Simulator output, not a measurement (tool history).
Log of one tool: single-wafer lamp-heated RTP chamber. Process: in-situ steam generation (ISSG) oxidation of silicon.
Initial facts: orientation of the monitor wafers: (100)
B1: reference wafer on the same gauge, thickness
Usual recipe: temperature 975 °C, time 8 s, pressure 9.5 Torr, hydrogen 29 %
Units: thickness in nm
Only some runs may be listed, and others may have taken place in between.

{"run": 1, "hour": 0.0, "temperature": 986, "time": 8, "pressure": 9.5, "hydrogen": 29, "B1": 2.897, "thickness": 3.695}
{"run": 2, "hour": 77.6, "temperature": 986, "time": 8, "pressure": 9.5, "hydrogen": 29, "B1": 2.899, "thickness": 3.714}
{"run": 3, "hour": 177.8, "temperature": 986, "time": 8, "pressure": 9.5, "hydrogen": 29, "B1": 2.9, "thickness": 3.716}
{"run": 4, "hour": 240.4, "temperature": 975, "time": 9, "pressure": 9.5, "hydrogen": 29, "B1": 2.907, "thickness": 3.789}
{"run": 5, "hour": 285.5, "temperature": 975, "time": 9, "pressure": 9.5, "hydrogen": 29, "B1": 2.905, "thickness": 3.783}
{"run": 6, "hour": 341.2, "temperature": 975, "time": 9, "pressure": 9.5, "hydrogen": 29, "B1": 2.908, "thickness": 3.775}
{"run": 7, "hour": 407.1, "temperature": 975, "time": 8, "pressure": 9.5, "hydrogen": 29, "B1": 2.914, "thickness": 3.619}
{"run": 8, "hour": 444.9, "temperature": 975, "time": 8, "pressure": 10.2, "hydrogen": 29, "B1": 2.914, "thickness": 3.58}
{"run": 9, "hour": 568.0, "temperature": 959, "time": 5, "pressure": 8.3, "hydrogen": 32, "B1": 2.922, "thickness": 3.142}
{"run": 10, "hour": 876.5, "temperature": 965, "time": 8, "pressure": 8.8, "hydrogen": 29, "B1": 2.875, "thickness": 3.564}
{"run": 11, "hour": 926.8, "temperature": 975, "time": 9, "pressure": 9.5, "hydrogen": 29, "B1": 2.881, "thickness": 3.757}
{"run": 12, "hour": 974.5, "temperature": 975, "time": 7, "pressure": 8.9, "hydrogen": 32, "B1": 2.88, "thickness": 3.559}
{"run": 13, "hour": 1042.0, "temperature": 975, "time": 8, "pressure": 9.5, "hydrogen": 32, "B1": 2.887, "thickness": 3.682}
{"run": 14, "hour": 1114.6, "temperature": 975, "time": 9, "pressure": 9.5, "hydrogen": 29, "B1": 2.889, "thickness": 3.739}

Put back what was entered between runs (7 entries, withheld): which listed runs does each sit between, and how does the hidden state differ from the listed run before to the listed run after?
After run 3, before run 4: pyrometer window cleaned and pyrometer calibrated (hour 187.1)
  gauge reads high (%): 1.18 -> 1.27
  measured minus no-state result, thickness: +0.044 -> +0.048 nm
After run 6, before run 7: pyrometer window cleaned and pyrometer calibrated (hour 396.5); pressure gauge zeroed (hour 402.7)
  gauge reads high (%): 1.42 -> 1.51
  measured minus no-state result, thickness: +0.052 -> +0.054 nm
After run 9, before run 10: hydrogen flow controller replaced (hour 641.3); pyrometer window cleaned and pyrometer calibrated (hour 659.1); gauge calibrated (hour 765.4)
  gauge reads high (%): 1.75 -> 0.258
  measured minus no-state result, thickness: +0.054 -> +0.009 nm
After run 10, before run 11: pyrometer window cleaned and pyrometer calibrated (hour 906.2)
  gauge reads high (%): 0.258 -> 0.332
  measured minus no-state result, thickness: +0.009 -> +0.012 nm
